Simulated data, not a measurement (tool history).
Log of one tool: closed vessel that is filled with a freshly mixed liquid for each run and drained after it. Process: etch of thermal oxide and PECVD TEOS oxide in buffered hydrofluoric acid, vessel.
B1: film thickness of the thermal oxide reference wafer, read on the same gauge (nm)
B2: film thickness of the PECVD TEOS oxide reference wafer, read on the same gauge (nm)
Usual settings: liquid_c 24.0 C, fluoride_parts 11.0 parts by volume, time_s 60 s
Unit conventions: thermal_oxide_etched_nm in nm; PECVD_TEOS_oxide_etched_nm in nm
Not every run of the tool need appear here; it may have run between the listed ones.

{"run": 1, "hour": 0.0, "liquid_c": 25.5, "fluoride_parts": 8.5, "time_s": 60, "B1": 110.01, "B2": 80.04, "thermal_oxide_etched_nm": 96.53, "PECVD_TEOS_oxide_etched_nm": 99.53}
{"run": 2, "hour": 32.0, "liquid_c": 25.5, "fluoride_parts": 8.5, "time_s": 60, "B1": 109.97, "B2": 79.96, "thermal_oxide_etched_nm": 96.35, "PECVD_TEOS_oxide_etched_nm": 100.23}
{"run": 3, "hour": 64.8, "liquid_c": 25.5, "fluoride_parts": 8.5, "time_s": 60, "B1": 110.02, "B2": 80.04, "thermal_oxide_etched_nm": 96.59, "PECVD_TEOS_oxide_etched_nm": 100.4}
{"run": 4, "hour": 89.0, "liquid_c": 20.0, "fluoride_parts": 11.0, "time_s": 60, "B1": 110.03, "B2": 79.99, "thermal_oxide_etched_nm": 56.28, "PECVD_TEOS_oxide_etched_nm": 59.2}
{"run": 5, "hour": 122.8, "liquid_c": 24.0, "fluoride_parts": 11.0, "time_s": 35, "B1": 109.95, "B2": 79.97, "thermal_oxide_etched_nm": 41.2, "PECVD_TEOS_oxide_etched_nm": 42.29}
{"run": 6, "hour": 145.0, "liquid_c": 24.0, "fluoride_parts": 11.0, "time_s": 35, "B1": 110.0, "B2": 80.04, "thermal_oxide_etched_nm": 41.33, "PECVD_TEOS_oxide_etched_nm": 42.71}
{"run": 7, "hour": 176.5, "liquid_c": 27.5, "fluoride_parts": 7.5, "time_s": 60, "B1": 110.03, "B2": 79.97, "thermal_oxide_etched_nm": 122.83, "PECVD_TEOS_oxide_etched_nm": 128.33}
{"hour": 197.0, "done": "thermometer replaced"}
{"run": 8, "hour": 203.4, "liquid_c": 27.5, "fluoride_parts": 7.5, "time_s": 60, "B1": 110.04, "B2": 79.95, "thermal_oxide_etched_nm": 130.38, "PECVD_TEOS_oxide_etched_nm": 133.69}
{"hour": 205.4, "done": "hydrofluoric acid flow meter replaced"}
{"run": 9, "hour": 225.6, "liquid_c": 27.5, "fluoride_parts": 7.5, "time_s": 60, "B1": 109.99, "B2": 79.98, "thermal_oxide_etched_nm": 117.14, "PECVD_TEOS_oxide_etched_nm": 123.17}
{"run": 10, "hour": 288.0, "liquid_c": 24.0, "fluoride_parts": 11.0, "time_s": 75, "B1": 110.05, "B2": 80.01, "thermal_oxide_etched_nm": 85.11, "PECVD_TEOS_oxide_etched_nm": 88.5}
{"run": 11, "hour": 315.2, "liquid_c": 20.0, "fluoride_parts": 14.5, "time_s": 45, "B1": 110.02, "B2": 80.04, "thermal_oxide_etched_nm": 31.25, "PECVD_TEOS_oxide_etched_nm": 32.78}
{"run": 12, "hour": 329.5, "liquid_c": 24.0, "fluoride_parts": 11.0, "time_s": 60, "B1": 110.02, "B2": 79.97, "thermal_oxide_etched_nm": 68.32, "PECVD_TEOS_oxide_etched_nm": 71.48}
{"run": 13, "hour": 344.8, "liquid_c": 24.0, "fluoride_parts": 8.0, "time_s": 60, "B1": 109.99, "B2": 80.02, "thermal_oxide_etched_nm": 91.19, "PECVD_TEOS_oxide_etched_nm": 93.45}
{"hour": 349.0, "done": "gauge calibrated"}
{"run": 14, "hour": 368.1, "liquid_c": 26.5, "fluoride_parts": 6.5, "time_s": 70, "B1": 110.0, "B2": 79.98, "thermal_oxide_etched_nm": 149.01, "PECVD_TEOS_oxide_etched_nm": 155.43}
{"run": 15, "hour": 382.5, "liquid_c": 21.0, "fluoride_parts": 13.0, "time_s": 40, "B1": 109.98, "B2": 80.02, "thermal_oxide_etched_nm": 32.89, "PECVD_TEOS_oxide_etched_nm": 34.41}
{"run": 16, "hour": 411.1, "liquid_c": 27.5, "fluoride_parts": 11.0, "time_s": 80, "B1": 109.98, "B2": 79.99, "thermal_oxide_etched_nm": 110.28, "PECVD_TEOS_oxide_etched_nm": 114.02}
{"run": 17, "hour": 431.4, "liquid_c": 20.5, "fluoride_parts": 13.0, "time_s": 45, "B1": 109.99, "B2": 80.0, "thermal_oxide_etched_nm": 36.05, "PECVD_TEOS_oxide_etched_nm": 37.24}
{"run": 18, "hour": 452.7, "liquid_c": 26.5, "fluoride_parts": 7.0, "time_s": 60, "B1": 110.0, "B2": 79.97, "thermal_oxide_etched_nm": 120.4, "PECVD_TEOS_oxide_etched_nm": 123.03}
{"run": 19, "hour": 486.3, "liquid_c": 24.0, "fluoride_parts": 14.5, "time_s": 75, "B1": 110.02, "B2": 79.98, "thermal_oxide_etched_nm": 65.32, "PECVD_TEOS_oxide_etched_nm": 67.53}
{"run": 20, "hour": 509.3, "liquid_c": 24.0, "fluoride_parts": 11.0, "time_s": 60, "B1": 110.01, "B2": 79.98, "thermal_oxide_etched_nm": 68.08, "PECVD_TEOS_oxide_etched_nm": 70.82}
{"run": 21, "hour": 593.2, "liquid_c": 21.5, "fluoride_parts": 13.5, "time_s": 90, "B1": 110.06, "B2": 80.03, "thermal_oxide_etched_nm": 73.58, "PECVD_TEOS_oxide_etched_nm": 76.91}

3 ways to go on from here, each from the tool as it stands after run 21. What would each give?
{"run": "A", "hour": 593.9, "liquid_c": 24.0, "fluoride_parts": 11.0, "time_s": 60, "B1": "?", "B2": "?", "thermal_oxide_etched_nm": "?", "PECVD_TEOS_oxide_etched_nm": "?"}
{"run": "B", "hour": 593.9, "liquid_c": 26.0, "fluoride_parts": 12.5, "time_s": 85, "B1": "?", "B2": "?", "thermal_oxide_etched_nm": "?", "PECVD_TEOS_oxide_etched_nm": "?"}
{"run": "C", "hour": 593.9, "liquid_c": 24.0, "fluoride_parts": 8.0, "time_s": 95, "B1": "?", "B2": "?", "thermal_oxide_etched_nm": "?", "PECVD_TEOS_oxide_etched_nm": "?"}

run=A B1=110.05 B2=80.02 thermal_oxide_etched_nm=68.64 PECVD_TEOS_oxide_etched_nm=70.46
run=B B1=110.05 B2=80.02 thermal_oxide_etched_nm=95.71 PECVD_TEOS_oxide_etched_nm=98.25
run=C B1=110.05 B2=80.02 thermal_oxide_etched_nm=145.37 PECVD_TEOS_oxide_etched_nm=149.22
The same runs, with their run-to-run variation unchanged, on a tool lacking any hidden condition would have given:
run=A thermal_oxide_etched_nm=67.98 PECVD_TEOS_oxide_etched_nm=69.78
run=B thermal_oxide_etched_nm=94.73 PECVD_TEOS_oxide_etched_nm=97.24
run=C thermal_oxide_etched_nm=143.38 PECVD_TEOS_oxide_etched_nm=147.18
